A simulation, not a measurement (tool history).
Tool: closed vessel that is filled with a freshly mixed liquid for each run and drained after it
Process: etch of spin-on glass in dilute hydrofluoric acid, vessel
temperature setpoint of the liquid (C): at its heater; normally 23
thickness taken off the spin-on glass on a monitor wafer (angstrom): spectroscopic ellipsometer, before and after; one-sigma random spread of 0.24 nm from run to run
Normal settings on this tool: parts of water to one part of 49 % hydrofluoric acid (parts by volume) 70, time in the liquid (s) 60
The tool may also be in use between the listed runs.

run,hour,temperature setpoint of the liquid (C),parts of water to one part of 49 % hydrofluoric acid (parts by volume),time in the liquid (s),wafers since the last listed run,hours since the thermometer was replaced,hours since the hydrofluoric acid flow meter was replaced,hours since the gauge calibration,"read-back film thickness of the spin-on glass reference wafer, read on the same gauge (nm)",thickness taken off the spin-on glass on a monitor wafer (angstrom)
1,0,23,70,60,0,363,808.9,257,70,322
2,90.6,23,70,60,13012,453.6,899.5,347.6,70.03,323.3
3,150.6,23,70,60,8617,513.6,959.5,407.6,70.03,325
4,222.9,27,70,60,10383,585.9,1031.8,479.9,70,377.3
5,316.7,27,70,60,13471,679.7,1125.6,573.7,70,381.3
6,393.6,23,80,60,11044,756.6,1202.5,650.6,69.99,280.9
7,496.4,23,70,60,14764,859.4,1305.3,753.4,69.98,325.6
8,584.4,23,70,60,12638,947.4,1393.3,841.4,69.99,326.6
9,689.6,19,70,60,15109,1052.6,1498.5,946.6,70,275.2
10,769.8,19,70,60,11518,1132.8,1578.7,1026.8,69.99,277.2
11,842.9,23,70,60,10498,1205.9,1651.8,1099.9,69.99,329.8
12,913.5,23,70,60,10139,1276.5,1722.4,1170.5,70.03,327.5
13,982.7,23,70,60,9938,1345.7,1791.6,1239.7,70,326.4
14,1046.1,23,70,60,9105,1409.1,1855,1303.1,70.01,331.9
# hour 1078.1: hydrofluoric acid flow meter replaced
15,1148.1,23,70,60,14505,1511.1,70,1405.1,70.01,315
16,1244.6,23,70,60,13859,1607.6,166.5,1501.6,69.99,311.8
# hour 1246.7: thermometer replaced
17,1336.9,21.5,60,35,13112,90.2,258.8,1593.9,70,203.3
18,1389.6,23,70,80,7568,142.9,311.5,1646.6,69.99,416.8
19,1449,28,35,45,8531,202.3,370.9,1706,70,602.5
20,1487.3,21.5,80,60,5500,240.6,409.2,1744.3,70,254.3
21,1540.6,27.5,45,90,7655,293.9,462.5,1797.6,70,909.6
22,1607.6,23,70,60,9622,360.9,529.5,1864.6,70.01,313.7
23,1708.2,23,70,60,14448,461.5,630.1,1965.2,70,314
# hour 1746.5: gauge calibrated
24,1811.4,27.5,70,60,14821,564.7,733.3,64.9,69.98,379.4
25,1863.9,26,70,60,7540,617.2,785.8,117.4,69.99,355
26,1906.9,23,70,60,6175,660.2,828.8,160.4,70,318.8
27,1944.2,23,70,90,5357,697.5,866.1,197.7,69.99,482.7
28,1993.7,21,60,60,7109,747,915.6,247.2,69.99,342.1
29,2035,25,70,60,5931,788.3,956.9,288.5,69.99,344.4
30,2120.6,19.5,70,60,12294,873.9,1042.5,374.1,70.03,274.5
31,2204,20.5,100,30,11978,957.3,1125.9,457.5,69.98,97.4

Consider 5 possible next runs. They are alternatives, not a sequence: every one starts from the tool as it was left by run 31. What does each give?
A,2204.7,23,70,60,100,958,1126.6,458.2,?,?
B,2204.7,18.5,80,60,100,958,1126.6,458.2,?,?
C,2204.7,23,50,50,100,958,1126.6,458.2,?,?
D,2204.7,27,40,70,100,958,1126.6,458.2,?,?
E,2204.7,23,60,60,100,958,1126.6,458.2,?,?

run,"read-back film thickness of the spin-on glass reference wafer, read on the same gauge (nm)",thickness taken off the spin-on glass on a monitor wafer (angstrom)
A,70.02,318.1
B,70.02,228.2
C,70.02,380.5
D,70.02,795.2
E,70.02,375.7
With the hidden condition removed and each run's random variation left untouched, the same runs would have given:
run,thickness taken off the spin-on glass on a monitor wafer (angstrom)
A,309.1
B,221.8
C,370
D,773.3
E,365.2
